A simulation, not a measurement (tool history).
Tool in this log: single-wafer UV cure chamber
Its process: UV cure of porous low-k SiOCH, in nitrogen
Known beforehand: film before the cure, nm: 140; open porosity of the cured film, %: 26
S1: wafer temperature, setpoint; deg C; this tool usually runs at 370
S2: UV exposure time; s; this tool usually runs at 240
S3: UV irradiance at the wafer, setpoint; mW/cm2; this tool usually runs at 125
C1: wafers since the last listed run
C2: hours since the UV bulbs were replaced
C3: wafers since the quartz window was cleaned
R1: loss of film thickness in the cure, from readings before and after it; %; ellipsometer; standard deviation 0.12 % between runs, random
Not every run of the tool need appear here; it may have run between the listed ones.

run     day   S1   S2   S3   C1      C2    C3      R1
  1   0.000  370  240  125    0  2213.2   617  14.026
  2   0.338  370  240  125   61  2221.3   678  14.064
  3   0.700  370  240  125   65  2230.0   744  13.946
  4   1.192  370  240  125   89  2241.8   834  14.231
  5   3.250  370  240  125  374  2291.2  1208  13.863
  6   3.917  370  240  125  121  2307.2  1329  13.675
  7   4.404  370  240  125   88  2318.9  1418  13.587
  8   4.858  370  240  125   82  2329.8  1500  13.632
  9   5.150  370  240  125   53  2336.8  1553  13.421
 10   5.600  370  240  125   81  2347.6  1635  13.527
 11   6.171  370  240  125  103  2361.3  1739  13.606
 12   6.646  370  240  125   86  2372.7  1825  13.469
 13   7.325  370  240  125  123  2389.0  1948  13.323
 14   7.938  388  145  125  111  2403.7  2060  11.102
 15   8.325  364  355  139   70  2413.0  2130  15.621
 16   8.604  370  240  125   50  2419.7  2181  13.050
      8.988  -- UV bulbs replaced
      9.021  -- quartz window cleaned
 17   9.308  370  335  125   60     7.7    52  16.240
 18  10.571  370  200  125  229    38.0   281  13.395
 19  11.312  370  240  125  134    55.8   416  14.293
 20  11.808  370  110   94   90    67.7   506   9.233
 21  12.454  370  240  125  117    83.2   623  14.139
 22  12.946  378  240  125   89    95.0   713  14.331
 23  13.471  360  360   90   95   107.6   808  14.086
 24  14.196  356  310  153  131   125.0   940  16.090
 25  14.708  380  195   93   93   137.3  1033  11.921
 26  14.992  363  150  142   51   144.1  1085  12.280
 27  15.300  364  150  148   56   151.5  1141  12.273

Measured less the same run without the tool's hidden state. The same run-to-run variation is in both; the gauge's scatter may not be:
What the log doesn't record here: lamp output below its setpoint, %; transmission lost against a clean window, %.
run      R1
  1  -0.457
  2  -0.489
  3  -0.518
  4  -0.576
  5  -0.759
  6  -0.815
  7  -0.859
  8  -0.907
  9  -0.923
 10  -0.977
 11  -1.044
 12  -1.084
 13  -1.146
 14  -1.145
 15  -1.288
 16  -1.262
 17  -0.069
 18  -0.170
 19  -0.236
 20  -0.253
 21  -0.333
 22  -0.378
 23  -0.418
 24  -0.499
 25  -0.517
 26  -0.544
 27  -0.565
